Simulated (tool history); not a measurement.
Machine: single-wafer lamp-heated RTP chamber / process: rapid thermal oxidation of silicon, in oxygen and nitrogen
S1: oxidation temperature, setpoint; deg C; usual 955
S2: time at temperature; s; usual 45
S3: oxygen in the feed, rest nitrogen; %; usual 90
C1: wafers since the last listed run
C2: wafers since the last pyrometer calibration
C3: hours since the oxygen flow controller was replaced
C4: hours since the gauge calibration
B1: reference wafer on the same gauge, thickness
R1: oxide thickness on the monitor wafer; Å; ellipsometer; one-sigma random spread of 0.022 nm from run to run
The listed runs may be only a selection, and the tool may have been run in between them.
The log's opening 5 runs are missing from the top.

{"run": 6, "hour": 149.9, "S1": 955, "S2": 45, "S3": 90, "C1": 136, "C2": 904, "C3": 4042.9, "C4": 198.9, "B1": 4.127, "R1": 37.07}
{"run": 7, "hour": 175.5, "S1": 955, "S2": 45, "S3": 90, "C1": 202, "C2": 1106, "C3": 4068.5, "C4": 224.5, "B1": 4.134, "R1": 37.2}
{"run": 8, "hour": 209.4, "S1": 955, "S2": 45, "S3": 90, "C1": 267, "C2": 1373, "C3": 4102.4, "C4": 258.4, "B1": 4.124, "R1": 37.23}
{"run": 9, "hour": 227.3, "S1": 955, "S2": 45, "S3": 90, "C1": 141, "C2": 1514, "C3": 4120.3, "C4": 276.3, "B1": 4.125, "R1": 37.58}
{"run": 10, "hour": 251.7, "S1": 955, "S2": 45, "S3": 90, "C1": 192, "C2": 1707, "C3": 4144.7, "C4": 300.7, "B1": 4.131, "R1": 37.41}
{"run": 11, "hour": 285.5, "S1": 955, "S2": 27, "S3": 90, "C1": 266, "C2": 1974, "C3": 4178.5, "C4": 334.5, "B1": 4.129, "R1": 31.33}
{"run": 12, "hour": 310.4, "S1": 955, "S2": 38, "S3": 90, "C1": 196, "C2": 2170, "C3": 4203.4, "C4": 359.4, "B1": 4.136, "R1": 35.5}
{"run": 13, "hour": 340.4, "S1": 955, "S2": 38, "S3": 90, "C1": 236, "C2": 2407, "C3": 4233.4, "C4": 389.4, "B1": 4.131, "R1": 35.89}
{"run": 14, "hour": 357.4, "S1": 955, "S2": 62, "S3": 90, "C1": 134, "C2": 2541, "C3": 4250.4, "C4": 406.4, "B1": 4.125, "R1": 42.81}
{"run": 15, "hour": 374.8, "S1": 955, "S2": 62, "S3": 90, "C1": 137, "C2": 2678, "C3": 4267.8, "C4": 423.8, "B1": 4.136, "R1": 43.28}
{"hour": 399.2, "done": "pyrometer window cleaned and pyrometer calibrated"}
{"run": 16, "hour": 400.9, "S1": 955, "S2": 27, "S3": 71, "C1": 142, "C2": 13, "C3": 4293.9, "C4": 449.9, "B1": 4.13, "R1": 31.06}
{"run": 17, "hour": 427.6, "S1": 955, "S2": 27, "S3": 71, "C1": 210, "C2": 223, "C3": 4320.6, "C4": 476.6, "B1": 4.132, "R1": 31.08}
{"run": 18, "hour": 451.9, "S1": 955, "S2": 27, "S3": 71, "C1": 191, "C2": 415, "C3": 4344.9, "C4": 500.9, "B1": 4.129, "R1": 31.2}
{"run": 19, "hour": 488.7, "S1": 955, "S2": 45, "S3": 90, "C1": 290, "C2": 705, "C3": 4381.7, "C4": 537.7, "B1": 4.135, "R1": 39.79}
{"run": 20, "hour": 508.7, "S1": 955, "S2": 27, "S3": 71, "C1": 157, "C2": 863, "C3": 4401.7, "C4": 557.7, "B1": 4.129, "R1": 31.04}
{"hour": 523.8, "done": "pyrometer window cleaned and pyrometer calibrated, repeated, since the last time left the tool worse"}
{"run": 21, "hour": 526.0, "S1": 955, "S2": 28, "S3": 70, "C1": 73, "C2": 17, "C3": 4419.0, "C4": 575.0, "B1": 4.12, "R1": 29.67}
{"run": 22, "hour": 559.1, "S1": 963, "S2": 61, "S3": 98, "C1": 261, "C2": 278, "C3": 4452.1, "C4": 608.1, "B1": 4.14, "R1": 45.65}
{"hour": 566.2, "done": "gauge calibrated"}
{"run": 23, "hour": 587.6, "S1": 955, "S2": 45, "S3": 90, "C1": 224, "C2": 503, "C3": 4480.6, "C4": 21.4, "B1": 4.133, "R1": 36.86}
{"run": 24, "hour": 620.4, "S1": 929, "S2": 23, "S3": 61, "C1": 258, "C2": 762, "C3": 4513.4, "C4": 54.2, "B1": 4.132, "R1": 24.62}
{"hour": 653.0, "done": "oxygen flow controller replaced"}
{"run": 25, "hour": 707.3, "S1": 955, "S2": 45, "S3": 90, "C1": 622, "C2": 1384, "C3": 54.3, "C4": 141.1, "B1": 4.131, "R1": 37.43}
{"run": 26, "hour": 732.1, "S1": 955, "S2": 66, "S3": 98, "C1": 195, "C2": 1580, "C3": 79.1, "C4": 165.9, "B1": 4.135, "R1": 45.01}

The next listed run, before its measurement:
{"run": 27, "hour": 758.8, "S1": 955, "S2": 39, "S3": 90, "C1": 210, "C2": 1791, "C3": 105.8, "C4": 192.6, "B1": "?", "R1": "?"}

Run 27 yielded B1 4.135, R1 35.83 Å.
Minus the tool's unlogged condition, the same run would have read R1 35.01 Å.

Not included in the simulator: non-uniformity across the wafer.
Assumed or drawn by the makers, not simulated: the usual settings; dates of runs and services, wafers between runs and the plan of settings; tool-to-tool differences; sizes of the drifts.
